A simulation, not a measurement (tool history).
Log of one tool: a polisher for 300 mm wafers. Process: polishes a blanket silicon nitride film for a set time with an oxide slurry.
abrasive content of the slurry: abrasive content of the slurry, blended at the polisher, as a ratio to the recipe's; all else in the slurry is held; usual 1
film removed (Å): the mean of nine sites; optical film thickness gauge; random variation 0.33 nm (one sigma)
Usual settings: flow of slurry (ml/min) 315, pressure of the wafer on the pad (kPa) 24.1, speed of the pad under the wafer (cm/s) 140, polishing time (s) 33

run   hour  flow of slurry (ml/min)  pressure of the wafer on the pad (kPa)  speed of the pad under the wafer (cm/s)  abrasive content of the slurry  polishing time (s)  incoming thickness of the incoming film, nm  film removed (Å)
  1      0                      315                                    24.1                                      140                               1                  33                                        452.8               288
  2      8                      315                                    24.1                                      140                               1                  33                                        456.8               281
  3   25.7                      315                                    24.1                                      140                               1                  33                                        442.7               282
      41.1  -- worn pad replaced by a new one
  4   41.7                      315                                    24.1                                      140                               1                  33                                        448.2               280
  5   54.2                      395                                    24.1                                      140                               1                  33                                        448.7               284
  6   66.5                      395                                    24.1                                      140                               1                  33                                        447.4               279
  7   78.8                      315                                    24.1                                      140                               1                  33                                          442               280
  8     96                      315                                    24.1                                      140                               1                  33                                        442.3               281
  9  102.1                      315                                    24.1                                      140                               1                  33                                        439.3               278
     122.2  -- worn pad replaced by a new one
 10    132                      315                                    24.1                                      140                               1                  33                                        449.1               276
     138.9  -- conditioning disc replaced and pad reconditioned
 11  139.4                      315                                    24.1                                      140                               1                  33                                        450.1               274
 12  149.1                      315                                    24.1                                      140                               1                  33                                        445.4               274
 13  164.5                      315                                    24.1                                      124                               1                  38                                        450.8               283
 14  178.2                      315                                    24.1                                      108                            0.75                  38                                        456.7               218
     181.5  -- head pressure recalibrated
 15  193.6                      315                                    24.1                                      140                               1                  33                                          452               275
     205.5  -- worn pad replaced by a new one
 16    206                      315                                      20                                      140                               1                  39                                        451.8               266
     213.5  -- slurry nozzle cleaned
       217  -- slurry blender recalibrated
 17  217.5                      210                                    18.6                                      124                             0.9                  33                                        449.3               182
 18  222.2                      275                                    24.1                                      164                               1                  33                                        456.5               321
 19  233.8                      315                                    24.1                                      140                               1                  33                                        450.7               282

Forecast run 20:
 20  246.7                      225                                    30.3                                      100                               1                  33                                        440.1                 ?

film removed (Å): 263
Without the tool's hidden state the same run would have given film removed (Å) 265.

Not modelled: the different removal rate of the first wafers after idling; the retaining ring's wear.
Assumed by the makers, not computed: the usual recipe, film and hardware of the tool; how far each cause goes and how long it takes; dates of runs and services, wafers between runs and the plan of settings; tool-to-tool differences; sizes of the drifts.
